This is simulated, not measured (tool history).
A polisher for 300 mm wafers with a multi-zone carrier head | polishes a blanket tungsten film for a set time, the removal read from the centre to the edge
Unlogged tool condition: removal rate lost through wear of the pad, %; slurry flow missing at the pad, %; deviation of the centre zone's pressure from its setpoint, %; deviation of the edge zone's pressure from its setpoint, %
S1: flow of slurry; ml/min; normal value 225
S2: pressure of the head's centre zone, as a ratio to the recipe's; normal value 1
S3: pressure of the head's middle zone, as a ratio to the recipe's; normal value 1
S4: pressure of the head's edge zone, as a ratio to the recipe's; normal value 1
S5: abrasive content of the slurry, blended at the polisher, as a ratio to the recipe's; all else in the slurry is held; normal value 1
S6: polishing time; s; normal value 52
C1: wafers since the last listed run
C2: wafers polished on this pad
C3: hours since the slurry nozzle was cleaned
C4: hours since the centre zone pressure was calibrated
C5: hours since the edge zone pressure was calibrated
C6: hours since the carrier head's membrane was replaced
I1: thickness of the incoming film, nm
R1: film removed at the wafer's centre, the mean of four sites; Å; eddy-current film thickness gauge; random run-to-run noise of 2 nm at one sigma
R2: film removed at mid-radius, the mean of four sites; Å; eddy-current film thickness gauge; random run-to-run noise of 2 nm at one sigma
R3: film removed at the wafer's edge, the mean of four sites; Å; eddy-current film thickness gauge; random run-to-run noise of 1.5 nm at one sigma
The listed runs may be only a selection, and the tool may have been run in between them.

run,day,S1,S2,S3,S4,S5,S6,C1,C2,C3,C4,C5,C6,I1,R1,R2,R3
1,0,225,1,1,1,1,52,0,1639,368.1,1246.6,105.2,239.3,1117.3,1817,1556,1618
# day 0.321: centre zone pressure recalibrated
2,0.992,190,1,1.05,1,1,52,241,1880,391.9,16.1,129,263.1,1133.6,1578,1560,1560
3,2.262,225,1,1,1,1,52,337,2217,422.4,46.6,159.5,293.6,1143,1599,1571,1583
4,3.204,265,1,1.08,1,1,45,249,2467,445,69.2,182.1,316.2,1111.5,1411,1455,1396
# day 3.446: slurry nozzle cleaned
# day 3.696: worn pad replaced by a new one
5,3.979,285,0.92,1,1,1,52,150,74,12.8,87.8,200.7,334.8,1135.1,1639,1656,1684
6,4.9,225,1.1,1,0.9,1,52,244,319,34.9,109.9,222.8,356.9,1124,1904,1613,1589
7,6.142,225,1,1,1,1,41,329,648,64.7,139.7,252.6,386.7,1132.6,1336,1277,1298
8,7.279,160,1,0.89,1,1.1,52,301,950,92,167,279.9,414,1148.8,1645,1424,1634
9,8.229,145,1,1.07,1.03,1.15,52,252,1202,114.8,189.8,302.7,436.8,1115.5,1660,1695,1666
10,8.938,225,1.07,1,1,0.9,52,187,1390,131.8,206.8,319.7,453.8,1118.1,1788,1518,1576
11,9.658,225,1,1,1,1,52,191,1581,149.1,224.1,337,471.1,1106.8,1750,1603,1625
12,10.525,260,1,1,1,1,40,229,1811,169.9,244.9,357.8,491.9,1129.6,1393,1267,1292
13,11.704,225,1,1,1,0.75,58,312,2124,198.2,273.2,386.1,520.2,1130.1,1704,1565,1605
14,13.2,225,1,1.09,1,0.75,52,396,2521,234.1,309.1,422,556.1,1143.2,1531,1511,1444
# day 13.829: worn pad replaced by a new one
15,14.067,225,1,1,1,1,52,185,62,254.9,329.9,442.8,576.9,1129.7,1743,1577,1636
16,14.771,260,1,1,1,0.75,38,186,249,271.8,346.8,459.7,593.8,1126.5,1148,1049,1057
17,15.971,225,1,1,1,1.1,52,318,568,300.6,375.6,488.5,622.6,1139.6,1770,1644,1692
18,16.621,225,1,1,0.89,0.9,69,172,740,316.2,391.2,504.1,638.2,1140.7,2167,2007,1936
19,17.392,180,0.97,1,1,1,52,204,945,334.7,409.7,522.6,656.7,1124.6,1558,1480,1569
20,18.829,295,0.9,1,1,0.85,58,381,1326,369.2,444.2,557.1,691.2,1124.9,1683,1708,1744
21,20.204,225,0.9,0.91,0.91,1,52,364,1691,402.2,477.2,590.1,724.2,1124.6,1528,1427,1558
22,21.408,225,1,1,1,1,52,319,2011,431.1,506.1,619,753.1,1138.5,1640,1560,1572
23,22.142,225,1.04,1,1,1,36,194,2205,448.7,523.7,636.6,770.7,1130.7,1192,1030,1106

Below are 3 alternative next runs, each starting from the tool's condition after run 23. Predict each:
A,22.158,185,1,1,1,1,52,4,2210,449.1,524.1,637,771.1,1130,?,?,?
B,22.158,225,1.05,0.97,0.88,1,68,4,2210,449.1,524.1,637,771.1,1130,?,?,?
C,22.158,225,1,1,1,0.8,52,4,2210,449.1,524.1,637,771.1,1130,?,?,?

run,R1,R2,R3
A,1576,1451,1508
B,2280,1937,1921
C,1511,1382,1418
The same runs, with their run-to-run variation unchanged, on a tool lacking any hidden condition would have given:
run,R1,R2,R3
A,1634,1575,1599
B,2323,2070,2016
C,1538,1477,1488

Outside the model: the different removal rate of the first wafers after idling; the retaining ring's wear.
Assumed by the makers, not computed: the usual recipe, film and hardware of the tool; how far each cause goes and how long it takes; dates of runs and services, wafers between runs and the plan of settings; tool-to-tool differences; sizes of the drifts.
